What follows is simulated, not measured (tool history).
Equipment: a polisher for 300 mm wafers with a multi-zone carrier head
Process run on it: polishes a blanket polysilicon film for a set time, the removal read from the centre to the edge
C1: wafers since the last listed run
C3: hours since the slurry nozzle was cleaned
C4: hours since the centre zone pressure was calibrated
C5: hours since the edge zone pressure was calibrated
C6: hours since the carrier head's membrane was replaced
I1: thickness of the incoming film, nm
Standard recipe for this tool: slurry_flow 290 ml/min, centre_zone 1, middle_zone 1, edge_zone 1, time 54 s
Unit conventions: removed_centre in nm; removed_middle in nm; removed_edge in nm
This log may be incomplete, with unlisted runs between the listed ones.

Run 1, hour 0: usual settings but time 65 s; C1 0; wafers polished on this pad 745; C3 296.8; C4 720.6; C5 598.8; C6 729.6; I1 1097.6. Result: removed_centre 384.9 nm, removed_middle 341 nm, removed_edge 337.1 nm.
At hour 72.6: centre zone pressure recalibrated.
Run 2, hour 128.9: usual settings; C1 716; wafers polished on this pad 1462; C3 425.7; C4 56.3; C5 727.7; C6 858.5; I1 1104.6. Result: removed_centre 286.7 nm, removed_middle 280.1 nm, removed_edge 277.9 nm.
Run 3, hour 173.2: usual settings; C1 250; wafers polished on this pad 1713; C3 470; C4 100.6; C5 772; C6 902.8; I1 1090. Result: removed_centre 289.9 nm, removed_middle 283.4 nm, removed_edge 276.5 nm.
At hour 194.2: worn pad replaced by a new one.
Run 4, hour 243.8: usual settings; C1 376; wafers polished on this pad 280; C3 540.6; C4 171.2; C5 842.6; C6 973.4; I1 1117.3. Result: removed_centre 287.3 nm, removed_middle 283.6 nm, removed_edge 279.5 nm.
At hour 277: carrier head's membrane replaced by a new one.
Run 5, hour 288.6: usual settings; C1 224; wafers polished on this pad 505; C3 585.4; C4 216; C5 887.4; C6 11.6; I1 1073.8. Result: removed_centre 291.9 nm, removed_middle 286.6 nm, removed_edge 281.4 nm.
Run 6, hour 330.9: usual settings but edge_zone 0.95; C1 238; wafers polished on this pad 744; C3 627.7; C4 258.3; C5 929.7; C6 53.9; I1 1100. Result: removed_centre 283.7 nm, removed_middle 288.5 nm, removed_edge 271.3 nm.
At hour 382.8: slurry nozzle cleaned.
Run 7, hour 383.1: usual settings; C1 289; wafers polished on this pad 1033; C3 0.3; C4 310.5; C5 981.9; C6 106.1; I1 1097.4. Result: removed_centre 294.4 nm, removed_middle 286.5 nm, removed_edge 277.9 nm.
At hour 395.8: edge zone pressure recalibrated.
Run 8, hour 413.3: usual settings but middle_zone 1.11; C1 159; wafers polished on this pad 1192; C3 30.5; C4 340.7; C5 17.5; C6 136.3; I1 1090.4. Result: removed_centre 294.5 nm, removed_middle 320.5 nm, removed_edge 277.2 nm.
Run 9, hour 452.8: usual settings; C1 223; wafers polished on this pad 1415; C3 70; C4 380.2; C5 57; C6 175.8; I1 1099.7. Result: removed_centre 300.1 nm, removed_middle 286.7 nm, removed_edge 280.9 nm.
Run 10, hour 493.1: usual settings but slurry_flow 360 ml/min; C1 227; wafers polished on this pad 1643; C3 110.3; C4 420.5; C5 97.3; C6 216.1; I1 1092.7. Result: removed_centre 296.9 nm, removed_middle 293.6 nm, removed_edge 280.3 nm.
Run 11, hour 522.9: usual settings but centre_zone 1.08, edge_zone 0.95; C1 168; wafers polished on this pad 1811; C3 140.1; C4 450.3; C5 127.1; C6 245.9; I1 1106.8. Result: removed_centre 324 nm, removed_middle 290.1 nm, removed_edge 269.8 nm.

The next listed run, before its measurement:
At hour 571.1: worn pad replaced by a new one, of another model than before.
Run 12, hour 648.5: usual settings but time 40 s; C1 687; wafers polished on this pad 437; C3 265.7; C4 575.9; C5 252.7; C6 371.5; I1 1108.9. Result: removed_centre ?, removed_middle ?, removed_edge ?.

removed_centre: 224.8 nm
removed_middle: 212.8 nm
removed_edge: 207.9 nm
Were there no unlogged condition in the tool, this run, its random variation unchanged, would have produced removed_centre 209.2 nm, removed_middle 212.9 nm, removed_edge 207.9 nm.

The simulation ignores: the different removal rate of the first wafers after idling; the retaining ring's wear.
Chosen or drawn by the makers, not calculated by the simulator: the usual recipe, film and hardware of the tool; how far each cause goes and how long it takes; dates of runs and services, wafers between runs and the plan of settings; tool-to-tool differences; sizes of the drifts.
